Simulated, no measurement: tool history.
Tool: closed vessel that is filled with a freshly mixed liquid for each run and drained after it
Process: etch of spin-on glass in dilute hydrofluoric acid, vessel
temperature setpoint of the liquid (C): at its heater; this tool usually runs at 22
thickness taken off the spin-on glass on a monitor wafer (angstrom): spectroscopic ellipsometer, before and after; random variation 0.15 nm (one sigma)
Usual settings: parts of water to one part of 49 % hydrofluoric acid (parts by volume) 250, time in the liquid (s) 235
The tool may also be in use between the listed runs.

| run | hour | temperature setpoint of the liquid (C) | parts of water to one part of 49 % hydrofluoric acid (parts by volume) | time in the liquid (s) | wafers since the last listed run | hours since the thermometer was replaced | hours since the hydrofluoric acid flow meter was replaced | hours since the gauge calibration | read-back film thickness of the spin-on glass reference wafer, read on the same gauge (nm) | thickness taken off the spin-on glass on a monitor wafer (angstrom) |
|---|---|---|---|---|---|---|---|---|---|---|
| 1 | 0 | 22 | 250 | 235 | 0 | 371.8 | 939.3 | 1633 | 149.98 | 438.1 |
| 2 | 59.5 | 22 | 300 | 235 | 6088 | 431.3 | 998.8 | 1692.5 | 150.02 | 348.2 |
| 3 | 132.3 | 22 | 300 | 235 | 7449 | 504.1 | 1071.6 | 1765.3 | 150 | 350.7 |
| 4 | 224.9 | 22 | 250 | 235 | 9475 | 596.7 | 1164.2 | 1857.9 | 150 | 440.9 |
| 5 | 277.3 | 22 | 250 | 235 | 5361 | 649.1 | 1216.6 | 1910.3 | 150.01 | 442.2 |
| 6 | 329.6 | 22 | 250 | 235 | 5351 | 701.4 | 1268.9 | 1962.6 | 150.01 | 444.4 |
|  | 418.7 | thermometer replaced |
| 7 | 542.8 | 22 | 250 | 235 | 21713 | 124.1 | 1482.1 | 2175.8 | 149.99 | 446.1 |
| 8 | 597 | 22 | 250 | 235 | 5546 | 178.3 | 1536.3 | 2230 | 150.02 | 445.6 |
| 9 | 662.6 | 22 | 250 | 235 | 6712 | 243.9 | 1601.9 | 2295.6 | 150.01 | 443.7 |
|  | 716.3 | hydrofluoric acid flow meter replaced |
| 10 | 769.4 | 22 | 250 | 235 | 10826 | 350.7 | 53.1 | 2402.4 | 150.02 | 433.2 |
| 11 | 861.1 | 22 | 250 | 235 | 9383 | 442.4 | 144.8 | 2494.1 | 150.02 | 433.4 |
| 12 | 965.1 | 22 | 310 | 280 | 10642 | 546.4 | 248.8 | 2598.1 | 149.97 | 395.2 |
| 13 | 1020.3 | 22 | 310 | 280 | 5648 | 601.6 | 304 | 2653.3 | 149.97 | 398.1 |
| 14 | 1092.6 | 22 | 250 | 235 | 7398 | 673.9 | 376.3 | 2725.6 | 150.01 | 435.7 |
| 15 | 1187 | 22 | 195 | 235 | 9659 | 768.3 | 470.7 | 2820 | 150 | 593.6 |
| 16 | 1258.7 | 17 | 250 | 120 | 7336 | 840 | 542.4 | 2891.7 | 150.01 | 184.8 |
|  | 1344.1 | thermometer replaced |
| 17 | 1359.9 | 22 | 250 | 235 | 10253 | 15.8 | 643.6 | 2992.9 | 150.02 | 438.9 |
|  | 1409.4 | gauge calibrated |
| 18 | 1464.2 | 22 | 130 | 235 | 10672 | 120.1 | 747.9 | 54.8 | 150.04 | 953.2 |
| 19 | 1515.4 | 23.5 | 190 | 285 | 5239 | 171.3 | 799.1 | 106 | 149.98 | 785.7 |
| 20 | 1583.8 | 22 | 250 | 235 | 6999 | 239.7 | 867.5 | 174.4 | 149.99 | 437.2 |
| 21 | 1691.5 | 22 | 250 | 235 | 11020 | 347.4 | 975.2 | 282.1 | 149.97 | 441 |
| 22 | 1798.1 | 18 | 250 | 180 | 10908 | 454 | 1081.8 | 388.7 | 150.03 | 290.8 |
| 23 | 1869.1 | 22 | 250 | 235 | 7265 | 525 | 1152.8 | 459.7 | 149.97 | 442.9 |
| 24 | 1908.1 | 17.5 | 210 | 375 | 3990 | 564 | 1191.8 | 498.7 | 149.99 | 735.1 |
| 25 | 1947.4 | 22 | 200 | 170 | 4021 | 603.3 | 1231.1 | 538 | 150.04 | 421 |
| 26 | 2026.7 | 22 | 325 | 335 | 8114 | 682.6 | 1310.4 | 617.3 | 150.04 | 452.4 |
| 27 | 2065.4 | 26.5 | 250 | 235 | 3960 | 721.3 | 1349.1 | 656 | 150.02 | 518.9 |
|  | 2067.5 | hydrofluoric acid flow meter replaced |
|  | 2297.8 | thermometer replaced |
| 28 | 2312.9 | 22 | 250 | 235 | 25121 | 15.1 | 245.4 | 903.5 | 150.01 | 434.5 |
| 29 | 2384.1 | 27 | 315 | 235 | 7285 | 86.3 | 316.6 | 974.7 | 149.98 | 383.6 |
| 30 | 2462.6 | 19.5 | 250 | 140 | 8032 | 164.8 | 395.1 | 1053.2 | 149.99 | 234.3 |
| 31 | 2511.5 | 20 | 340 | 195 | 5003 | 213.7 | 444 | 1102.1 | 149.98 | 228.5 |
| 32 | 2603.3 | 26.5 | 155 | 360 | 9393 | 305.5 | 535.8 | 1193.9 | 150.02 | 1408.5 |
| 33 | 2698 | 22 | 300 | 235 | 9690 | 400.2 | 630.5 | 1288.6 | 150.01 | 347.7 |
| 34 | 2785.5 | 18 | 130 | 150 | 8953 | 487.7 | 718 | 1376.1 | 150.02 | 516 |

Had the tool no unlogged condition, and each run kept its random variation, what would the results have been?
Hidden state present: liquid hotter than its thermometer reads (K); hydrofluoric acid flow above the setpoint (%); gauge reads high (%).
| run | thickness taken off the spin-on glass on a monitor wafer (angstrom) |
|---|---|
| 1 | 430.1 |
| 2 | 341.3 |
| 3 | 343.3 |
| 4 | 431.1 |
| 5 | 431.9 |
| 6 | 433.6 |
| 7 | 433.6 |
| 8 | 432.7 |
| 9 | 430.3 |
| 10 | 432.2 |
| 11 | 431.5 |
| 12 | 392.7 |
| 13 | 395.1 |
| 14 | 432 |
| 15 | 587.7 |
| 16 | 182.7 |
| 17 | 433 |
| 18 | 939.6 |
| 19 | 773.3 |
| 20 | 429.5 |
| 21 | 432.3 |
| 22 | 284.6 |
| 23 | 432.8 |
| 24 | 718.5 |
| 25 | 411.1 |
| 26 | 440.3 |
| 27 | 505 |
| 28 | 432.1 |
| 29 | 380.7 |
| 30 | 232.4 |
| 31 | 226.3 |
| 32 | 1393.6 |
| 33 | 343.1 |
| 34 | 509.2 |
